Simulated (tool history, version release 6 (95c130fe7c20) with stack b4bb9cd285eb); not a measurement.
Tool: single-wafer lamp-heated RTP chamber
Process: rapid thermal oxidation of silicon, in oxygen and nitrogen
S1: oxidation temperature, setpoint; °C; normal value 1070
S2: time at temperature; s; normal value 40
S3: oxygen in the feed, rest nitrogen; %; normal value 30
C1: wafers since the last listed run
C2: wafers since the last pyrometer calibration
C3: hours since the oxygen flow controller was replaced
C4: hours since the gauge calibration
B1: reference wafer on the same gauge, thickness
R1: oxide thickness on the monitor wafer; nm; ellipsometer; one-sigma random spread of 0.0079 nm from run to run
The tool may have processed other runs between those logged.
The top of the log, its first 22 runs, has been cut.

| run | day | S1 | S2 | S3 | C1 | C2 | C3 | C4 | B1 | R1 |
|---|---|---|---|---|---|---|---|---|---|---|
|  | 42.258 | pyrometer window cleaned and pyrometer calibrated |
| 23 | 43.042 | 1055 | 51 | 17 | 599 | 226 | 511.2 | 370.3 | 4.476 | 4.429 |
| 24 | 45.862 | 1070 | 40 | 30 | 816 | 1042 | 578.9 | 438.0 | 4.481 | 5.307 |
| 25 | 47.438 | 1092 | 40 | 57 | 455 | 1498 | 616.7 | 475.8 | 4.478 | 7.630 |
| 26 | 50.304 | 1070 | 59 | 17 | 829 | 2327 | 685.5 | 544.6 | 4.480 | 5.178 |
| 27 | 51.708 | 1070 | 40 | 30 | 406 | 2734 | 719.2 | 578.3 | 4.482 | 5.310 |
| 28 | 54.058 | 1091 | 32 | 17 | 680 | 3414 | 775.6 | 634.7 | 4.478 | 4.566 |
| 29 | 55.221 | 1043 | 54 | 17 | 336 | 3750 | 803.5 | 662.6 | 4.481 | 4.218 |
| 30 | 56.475 | 1070 | 40 | 30 | 362 | 4113 | 833.6 | 692.7 | 4.480 | 5.330 |
| 31 | 57.592 | 1099 | 23 | 17 | 323 | 4436 | 860.4 | 719.5 | 4.480 | 4.211 |
| 32 | 59.683 | 1052 | 29 | 30 | 605 | 5041 | 910.6 | 769.7 | 4.479 | 4.165 |
| 33 | 62.450 | 1070 | 26 | 41 | 800 | 5842 | 977.0 | 836.1 | 4.480 | 4.954 |
| 34 | 65.250 | 1055 | 51 | 17 | 810 | 6652 | 1044.2 | 903.3 | 4.476 | 4.453 |
|  | 66.096 | pyrometer window cleaned and pyrometer calibrated |
| 35 | 66.454 | 1047 | 22 | 49 | 251 | 103 | 1073.1 | 932.2 | 4.477 | 4.216 |
| 36 | 68.679 | 1070 | 59 | 42 | 643 | 747 | 1126.5 | 985.6 | 4.483 | 7.077 |
| 37 | 69.954 | 1041 | 58 | 17 | 368 | 1116 | 1157.1 | 1016.2 | 4.479 | 4.294 |
| 38 | 71.267 | 1070 | 26 | 21 | 379 | 1496 | 1188.6 | 1047.7 | 4.483 | 3.976 |

Branching from run 38: 3 alternative next runs. What would each branch give?
| A | 71.288 | 1090 | 40 | 30 | 6 | 1502 | 1189.1 | 1048.2 | ? | ? |
| B | 71.288 | 1085 | 28 | 41 | 6 | 1502 | 1189.1 | 1048.2 | ? | ? |
| C | 71.288 | 1089 | 53 | 49 | 6 | 1502 | 1189.1 | 1048.2 | ? | ? |

| run | B1 | R1 |
|---|---|---|
| A | 4.481 | 6.057 |
| B | 4.481 | 5.618 |
| C | 4.481 | 8.064 |
With the hidden condition removed and each run's random variation left untouched, the same runs would have given:
| run | R1 |
|---|---|
| A | 6.000 |
| B | 5.571 |
| C | 8.002 |
